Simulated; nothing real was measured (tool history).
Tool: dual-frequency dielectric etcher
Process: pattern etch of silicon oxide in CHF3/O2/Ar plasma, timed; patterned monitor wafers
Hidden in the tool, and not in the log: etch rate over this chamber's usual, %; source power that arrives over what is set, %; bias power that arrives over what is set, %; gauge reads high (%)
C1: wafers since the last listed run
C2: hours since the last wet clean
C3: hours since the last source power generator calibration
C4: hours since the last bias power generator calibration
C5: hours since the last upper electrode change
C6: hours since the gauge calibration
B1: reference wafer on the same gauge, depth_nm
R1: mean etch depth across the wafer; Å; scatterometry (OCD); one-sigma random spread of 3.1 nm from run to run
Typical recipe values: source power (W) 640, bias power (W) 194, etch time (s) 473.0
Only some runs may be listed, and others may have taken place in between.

run 1 hour=0.0 | source_power_(W)=640 bias_power_(W)=194 etch_time_(s)=473.0 | C1=0 C2=65.4 C3=1129.8 C4=1258.0 C5=4264.0 C6=220.3 | B1=890.0 | R1=10490
run 2 hour=63.0 | source_power_(W)=640 bias_power_(W)=194 etch_time_(s)=473.0 | C1=132 C2=128.4 C3=1192.8 C4=1321.0 C5=4327.0 C6=283.3 | B1=889.8 | R1=10487
run 3 hour=97.9 | source_power_(W)=640 bias_power_(W)=194 etch_time_(s)=504.5 | C1=73 C2=163.3 C3=1227.7 C4=1355.9 C5=4361.9 C6=318.2 | B1=889.8 | R1=11142
run 4 hour=122.0 | source_power_(W)=640 bias_power_(W)=194 etch_time_(s)=504.5 | C1=50 C2=187.4 C3=1251.8 C4=1380.0 C5=4386.0 C6=342.3 | B1=890.2 | R1=11178
run 5 hour=159.9 | source_power_(W)=640 bias_power_(W)=194 etch_time_(s)=504.5 | C1=79 C2=225.3 C3=1289.7 C4=1417.9 C5=4423.9 C6=380.2 | B1=890.3 | R1=11150
run 6 hour=192.2 | source_power_(W)=640 bias_power_(W)=194 etch_time_(s)=473.0 | C1=67 C2=257.6 C3=1322.0 C4=1450.2 C5=4456.2 C6=412.5 | B1=890.0 | R1=10457
-- hour=198.7 gauge calibrated
run 7 hour=233.6 | source_power_(W)=680 bias_power_(W)=194 etch_time_(s)=473.0 | C1=86 C2=299.0 C3=1363.4 C4=1491.6 C5=4497.6 C6=34.9 | B1=890.3 | R1=10678
run 8 hour=264.8 | source_power_(W)=560 bias_power_(W)=194 etch_time_(s)=598.5 | C1=65 C2=330.2 C3=1394.6 C4=1522.8 C5=4528.8 C6=66.1 | B1=889.8 | R1=12703
-- hour=356.2 source power generator calibrated
-- hour=478.8 wet clean of the chamber
run 9 hour=479.3 | source_power_(W)=510 bias_power_(W)=216 etch_time_(s)=362.5 | C1=390 C2=0.5 C3=123.1 C4=1737.3 C5=4743.3 C6=280.6 | B1=890.0 | R1=7749
run 10 hour=510.3 | source_power_(W)=690 bias_power_(W)=226 etch_time_(s)=370.5 | C1=64 C2=31.5 C3=154.1 C4=1768.3 C5=4774.3 C6=311.6 | B1=890.2 | R1=8895
run 11 hour=553.0 | source_power_(W)=640 bias_power_(W)=194 etch_time_(s)=473.0 | C1=89 C2=74.2 C3=196.8 C4=1811.0 C5=4817.0 C6=354.3 | B1=889.6 | R1=10534
-- hour=579.3 upper electrode replaced
-- hour=588.1 bias power generator calibrated
run 12 hour=588.6 | source_power_(W)=640 bias_power_(W)=194 etch_time_(s)=504.5 | C1=15 C2=109.8 C3=232.4 C4=0.5 C5=9.3 C6=389.9 | B1=889.0 | R1=11166
-- hour=592.5 gauge calibrated
run 13 hour=649.8 | source_power_(W)=800 bias_power_(W)=210 etch_time_(s)=542.0 | C1=128 C2=171.0 C3=293.6 C4=61.7 C5=70.5 C6=57.3 | B1=889.9 | R1=13285
run 14 hour=697.6 | source_power_(W)=640 bias_power_(W)=194 etch_time_(s)=473.0 | C1=100 C2=218.8 C3=341.4 C4=109.5 C5=118.3 C6=105.1 | B1=889.8 | R1=10453
run 15 hour=769.1 | source_power_(W)=730 bias_power_(W)=194 etch_time_(s)=578.0 | C1=149 C2=290.3 C3=412.9 C4=181.0 C5=189.8 C6=176.6 | B1=889.7 | R1=13359

Alternative continuations, all from the tool just after run 15; predict every row:
run A hour=769.6 | source_power_(W)=640 bias_power_(W)=153 etch_time_(s)=473.0 | C1=1 C2=290.8 C3=413.4 C4=181.5 C5=190.3 C6=177.1 | B1=? | R1=?
run B hour=769.6 | source_power_(W)=690 bias_power_(W)=232 etch_time_(s)=534.5 | C1=1 C2=290.8 C3=413.4 C4=181.5 C5=190.3 C6=177.1 | B1=? | R1=?
run C hour=769.6 | source_power_(W)=770 bias_power_(W)=180 etch_time_(s)=336.5 | C1=1 C2=290.8 C3=413.4 C4=181.5 C5=190.3 C6=177.1 | B1=? | R1=?

run=A B1=890.2 R1=9724
run=B B1=890.2 R1=12880
run=C B1=890.2 R1=7755
Take away the tool's hidden state, keep each run's random variation, and the runs would have read:
run=A R1=9724
run=B R1=12880
run=C R1=7755
